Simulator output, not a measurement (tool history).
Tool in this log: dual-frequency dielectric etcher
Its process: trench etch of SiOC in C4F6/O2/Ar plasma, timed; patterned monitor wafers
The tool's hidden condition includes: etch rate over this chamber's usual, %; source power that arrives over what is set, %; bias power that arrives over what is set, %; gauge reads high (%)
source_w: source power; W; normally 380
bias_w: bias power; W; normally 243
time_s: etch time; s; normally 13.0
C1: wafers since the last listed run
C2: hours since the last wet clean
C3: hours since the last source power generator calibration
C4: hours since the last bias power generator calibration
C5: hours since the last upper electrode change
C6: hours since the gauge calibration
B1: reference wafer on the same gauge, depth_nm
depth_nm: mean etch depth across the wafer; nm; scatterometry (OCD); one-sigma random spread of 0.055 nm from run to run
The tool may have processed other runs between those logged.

{"run": 1, "hour": 0.0, "source_w": 420, "bias_w": 285, "time_s": 13.0, "C1": 0, "C2": 166.8, "C3": 3427.8, "C4": 1374.4, "C5": 1938.1, "C6": 468.3, "B1": 27.49, "depth_nm": 30.64}
{"hour": 189.8, "done": "wet clean of the chamber"}
{"hour": 205.7, "done": "upper electrode replaced"}
{"run": 2, "hour": 206.2, "source_w": 420, "bias_w": 285, "time_s": 13.0, "C1": 2435, "C2": 16.4, "C3": 3634.0, "C4": 1580.6, "C5": 0.5, "C6": 674.5, "B1": 27.49, "depth_nm": 30.72}
{"run": 3, "hour": 238.4, "source_w": 430, "bias_w": 243, "time_s": 15.0, "C1": 471, "C2": 48.6, "C3": 3666.2, "C4": 1612.8, "C5": 32.7, "C6": 706.7, "B1": 27.49, "depth_nm": 32.77}
{"run": 4, "hour": 272.7, "source_w": 430, "bias_w": 243, "time_s": 15.0, "C1": 502, "C2": 82.9, "C3": 3700.5, "C4": 1647.1, "C5": 67.0, "C6": 741.0, "B1": 27.5, "depth_nm": 32.65}
{"run": 5, "hour": 340.6, "source_w": 430, "bias_w": 243, "time_s": 15.0, "C1": 993, "C2": 150.8, "C3": 3768.4, "C4": 1715.0, "C5": 134.9, "C6": 808.9, "B1": 27.5, "depth_nm": 32.75}
{"run": 6, "hour": 378.2, "source_w": 330, "bias_w": 243, "time_s": 13.0, "C1": 550, "C2": 188.4, "C3": 3806.0, "C4": 1752.6, "C5": 172.5, "C6": 846.5, "B1": 27.49, "depth_nm": 26.28}
{"run": 7, "hour": 420.5, "source_w": 330, "bias_w": 243, "time_s": 13.0, "C1": 619, "C2": 230.7, "C3": 3848.3, "C4": 1794.9, "C5": 214.8, "C6": 888.8, "B1": 27.51, "depth_nm": 26.33}
{"run": 8, "hour": 452.9, "source_w": 330, "bias_w": 243, "time_s": 13.0, "C1": 474, "C2": 263.1, "C3": 3880.7, "C4": 1827.3, "C5": 247.2, "C6": 921.2, "B1": 27.51, "depth_nm": 26.33}
{"run": 9, "hour": 480.3, "source_w": 380, "bias_w": 243, "time_s": 10.0, "C1": 401, "C2": 290.5, "C3": 3908.1, "C4": 1854.7, "C5": 274.6, "C6": 948.6, "B1": 27.5, "depth_nm": 21.09}
{"run": 10, "hour": 529.6, "source_w": 380, "bias_w": 243, "time_s": 10.0, "C1": 721, "C2": 339.8, "C3": 3957.4, "C4": 1904.0, "C5": 323.9, "C6": 997.9, "B1": 27.51, "depth_nm": 21.06}
{"hour": 533.8, "done": "source power generator calibrated"}
{"hour": 562.5, "done": "wet clean of the chamber"}
{"run": 11, "hour": 565.5, "source_w": 380, "bias_w": 243, "time_s": 10.0, "C1": 115, "C2": 3.0, "C3": 31.7, "C4": 1939.9, "C5": 359.8, "C6": 1033.8, "B1": 27.48, "depth_nm": 21.08}
{"hour": 614.9, "done": "gauge calibrated"}
{"run": 12, "hour": 617.0, "source_w": 380, "bias_w": 199, "time_s": 10.5, "C1": 753, "C2": 54.5, "C3": 83.2, "C4": 1991.4, "C5": 411.3, "C6": 2.1, "B1": 27.5, "depth_nm": 19.86}
{"run": 13, "hour": 658.3, "source_w": 380, "bias_w": 265, "time_s": 9.0, "C1": 604, "C2": 95.8, "C3": 124.5, "C4": 2032.7, "C5": 452.6, "C6": 43.4, "B1": 27.52, "depth_nm": 19.81}
{"hour": 706.9, "done": "bias power generator calibrated"}
{"run": 14, "hour": 726.4, "source_w": 320, "bias_w": 243, "time_s": 13.0, "C1": 938, "C2": 163.9, "C3": 192.6, "C4": 19.5, "C5": 520.7, "C6": 111.5, "B1": 27.52, "depth_nm": 25.43}
{"run": 15, "hour": 757.7, "source_w": 380, "bias_w": 269, "time_s": 13.0, "C1": 458, "C2": 195.2, "C3": 223.9, "C4": 50.8, "C5": 552.0, "C6": 142.8, "B1": 27.5, "depth_nm": 28.15}
{"run": 16, "hour": 802.6, "source_w": 380, "bias_w": 243, "time_s": 13.0, "C1": 657, "C2": 240.1, "C3": 268.8, "C4": 95.7, "C5": 596.9, "C6": 187.7, "B1": 27.5, "depth_nm": 26.69}
{"run": 17, "hour": 858.1, "source_w": 380, "bias_w": 209, "time_s": 10.0, "C1": 812, "C2": 295.6, "C3": 324.3, "C4": 151.2, "C5": 652.4, "C6": 243.2, "B1": 27.5, "depth_nm": 18.88}
{"run": 18, "hour": 917.2, "source_w": 380, "bias_w": 243, "time_s": 13.0, "C1": 865, "C2": 354.7, "C3": 383.4, "C4": 210.3, "C5": 711.5, "C6": 302.3, "B1": 27.5, "depth_nm": 26.72}
{"hour": 949.2, "done": "wet clean of the chamber"}
{"hour": 961.0, "done": "bias power generator calibrated, repeated, since the last time left the tool worse"}
{"run": 19, "hour": 965.6, "source_w": 450, "bias_w": 184, "time_s": 14.0, "C1": 298, "C2": 16.4, "C3": 431.8, "C4": 4.6, "C5": 759.9, "C6": 350.7, "B1": 27.49, "depth_nm": 26.41}
{"run": 20, "hour": 1032.4, "source_w": 290, "bias_w": 243, "time_s": 13.0, "C1": 977, "C2": 83.2, "C3": 498.6, "C4": 71.4, "C5": 826.7, "C6": 417.5, "B1": 27.49, "depth_nm": 25.22}
{"run": 21, "hour": 1081.7, "source_w": 480, "bias_w": 268, "time_s": 13.0, "C1": 721, "C2": 132.5, "C3": 547.9, "C4": 120.7, "C5": 876.0, "C6": 466.8, "B1": 27.51, "depth_nm": 30.62}
{"run": 22, "hour": 1112.2, "source_w": 340, "bias_w": 194, "time_s": 13.0, "C1": 446, "C2": 163.0, "C3": 578.4, "C4": 151.2, "C5": 906.5, "C6": 497.3, "B1": 27.49, "depth_nm": 23.26}
{"run": 23, "hour": 1152.6, "source_w": 380, "bias_w": 243, "time_s": 13.0, "C1": 591, "C2": 203.4, "C3": 618.8, "C4": 191.6, "C5": 946.9, "C6": 537.7, "B1": 27.51, "depth_nm": 27.27}
{"run": 24, "hour": 1212.1, "source_w": 380, "bias_w": 286, "time_s": 16.0, "C1": 871, "C2": 262.9, "C3": 678.3, "C4": 251.1, "C5": 1006.4, "C6": 597.2, "B1": 27.5, "depth_nm": 36.67}
{"run": 25, "hour": 1266.8, "source_w": 380, "bias_w": 243, "time_s": 13.0, "C1": 800, "C2": 317.6, "C3": 733.0, "C4": 305.8, "C5": 1061.1, "C6": 651.9, "B1": 27.49, "depth_nm": 27.31}
{"run": 26, "hour": 1325.4, "source_w": 380, "bias_w": 226, "time_s": 15.5, "C1": 857, "C2": 376.2, "C3": 791.6, "C4": 364.4, "C5": 1119.7, "C6": 710.5, "B1": 27.5, "depth_nm": 31.23}
{"run": 27, "hour": 1361.5, "source_w": 290, "bias_w": 288, "time_s": 10.5, "C1": 528, "C2": 412.3, "C3": 827.7, "C4": 400.5, "C5": 1155.8, "C6": 746.6, "B1": 27.49, "depth_nm": 22.45}
{"hour": 1409.2, "done": "wet clean of the chamber"}
{"run": 28, "hour": 1415.9, "source_w": 380, "bias_w": 280, "time_s": 13.0, "C1": 445, "C2": 6.7, "C3": 882.1, "C4": 454.9, "C5": 1210.2, "C6": 801.0, "B1": 27.5, "depth_nm": 29.34}
{"run": 29, "hour": 1473.6, "source_w": 380, "bias_w": 243, "time_s": 13.0, "C1": 844, "C2": 64.4, "C3": 939.8, "C4": 512.6, "C5": 1267.9, "C6": 858.7, "B1": 27.49, "depth_nm": 27.38}

What differs in the tool's unlogged condition from the final listed run ahead of each entry between runs to the first listed run following it?
From run 1 to run 2: wet clean of the chamber (hour 189.8); upper electrode replaced (hour 205.7)
  bias power that arrives over what is set, %: 1.57 -> 1.65
  difference, measured minus the result without the unlogged condition, depth_nm: +0.26 -> +0.28 nm
From run 10 to run 11: source power generator calibrated (hour 533.8); wet clean of the chamber (hour 562.5)
  bias power that arrives over what is set, %: 1.74 -> 1.75
  difference, measured minus the result without the unlogged condition, depth_nm: +0.20 -> +0.19 nm
From run 11 to run 12: gauge calibrated (hour 614.9)
  bias power that arrives over what is set, %: 1.75 -> 1.76
  difference, measured minus the result without the unlogged condition, depth_nm: +0.19 -> +0.17 nm
From run 13 to run 14: bias power generator calibrated (hour 706.9)
  bias power that arrives over what is set, %: 1.76 -> -3.08
  difference, measured minus the result without the unlogged condition, depth_nm: +0.19 -> -0.43 nm
From run 18 to run 19: wet clean of the chamber (hour 949.2); bias power generator calibrated, repeated, since the last time left the tool worse (hour 961.0)
  bias power that arrives over what is set, %: -2.58 -> 0.145
  difference, measured minus the result without the unlogged condition, depth_nm: -0.37 -> +0.02 nm
From run 27 to run 28: wet clean of the chamber (hour 1409.2)
  bias power that arrives over what is set, %: 1.07 -> 1.16
  difference, measured minus the result without the unlogged condition, depth_nm: +0.14 -> +0.18 nm
